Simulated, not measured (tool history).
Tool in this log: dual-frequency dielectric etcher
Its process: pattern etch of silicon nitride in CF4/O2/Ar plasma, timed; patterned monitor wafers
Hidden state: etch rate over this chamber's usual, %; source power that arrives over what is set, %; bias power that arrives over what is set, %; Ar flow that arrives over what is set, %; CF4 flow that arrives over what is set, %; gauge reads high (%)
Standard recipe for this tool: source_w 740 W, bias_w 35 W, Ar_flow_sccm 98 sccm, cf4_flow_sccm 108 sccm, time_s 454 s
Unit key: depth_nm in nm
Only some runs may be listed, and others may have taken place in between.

run	hour	source_w	bias_w	Ar_flow_sccm	cf4_flow_sccm	time_s	wafers since the last listed run	hours since the last wet clean	hours since the last source power generator calibration	hours since the last bias power generator calibration	hours since the last Ar flow controller change	hours since the last CF4 flow controller change	hours since the last upper electrode change	hours since the gauge calibration	read-back reference wafer on the same gauge, depth_nm	depth_nm
1	0	740	35	98	108	454	0	195.2	3958.3	3105.7	2730.9	2086.5	2632.3	87.6	1089.9	982.5
2	39.2	740	35	98	108	454	200	234.4	3997.5	3144.9	2770.1	2125.7	2671.5	126.8	1089.5	980.8
3	57.2	740	35	98	127	454	92	252.4	4015.5	3162.9	2788.1	2143.7	2689.5	144.8	1089.8	996.5
4	68	740	35	98	127	454	55	263.2	4026.3	3173.7	2798.9	2154.5	2700.3	155.6	1089.8	995.1
# hour 85.2: CF4 flow controller replaced
# hour 93.2: bias power generator calibrated
# hour 93.2: upper electrode replaced
# hour 105.6: source power generator calibrated
# hour 111.1: wet clean of the chamber
5	111.6	740	35	98	108	520	123	0.5	6	18.4	2842.5	26.4	18.4	199.2	1090.3	1075.5
6	112	740	35	98	108	454	2	0.9	6.4	18.8	2842.9	26.8	18.8	199.6	1090	941.7
7	112.4	740	35	98	108	454	2	1.3	6.8	19.2	2843.3	27.2	19.2	200	1090.1	938.8
8	120.2	640	35	115	96	549.5	39	9.1	14.6	27	2851.1	35	27	207.8	1090.4	948.1
# hour 125.4: gauge calibrated
# hour 152.5: wet clean of the chamber, repeated, since the last time left the tool worse
9	153	740	39	122	108	454	45	0.5	47.4	59.8	2883.9	67.8	59.8	27.6	1089.7	1039.8
10	153.4	740	35	98	108	454	2	0.9	47.8	60.2	2884.3	68.2	60.2	28	1090.6	1004.9
# hour 162.3: Ar flow controller replaced
11	163.6	800	35	98	115	395.5	21	11.1	58	70.4	1.3	78.4	70.4	38.2	1090	959.9
12	177	740	31	98	108	454	68	24.5	71.4	83.8	14.7	91.8	83.8	51.6	1090.4	939.1
13	190.6	740	35	83	83	454	69	38.1	85	97.4	28.3	105.4	97.4	65.2	1089.6	995.1
14	207.4	610	35	98	108	454	85	54.9	101.8	114.2	45.1	122.2	114.2	82	1089.3	813
15	217.5	740	41	74	108	454	51	65	111.9	124.3	55.2	132.3	124.3	92.1	1090.1	1109.6

Consider 3 possible next runs. They are alternatives, not a sequence: every one starts from the tool as it was left by run 15. What does each give?
A	218	740	35	98	108	454	2	65.5	112.4	124.8	55.7	132.8	124.8	92.6	?	?
B	218	740	35	98	85	454	2	65.5	112.4	124.8	55.7	132.8	124.8	92.6	?	?
C	218	740	35	90	108	454	2	65.5	112.4	124.8	55.7	132.8	124.8	92.6	?	?

run	read-back reference wafer on the same gauge, depth_nm	depth_nm
A	1089.9	1001.7
B	1089.9	978.1
C	1089.9	1009.7
Stripped of hidden state, with their random variation kept, the same runs would have yielded:
run	depth_nm
A	1008.3
B	984.5
C	1016.3
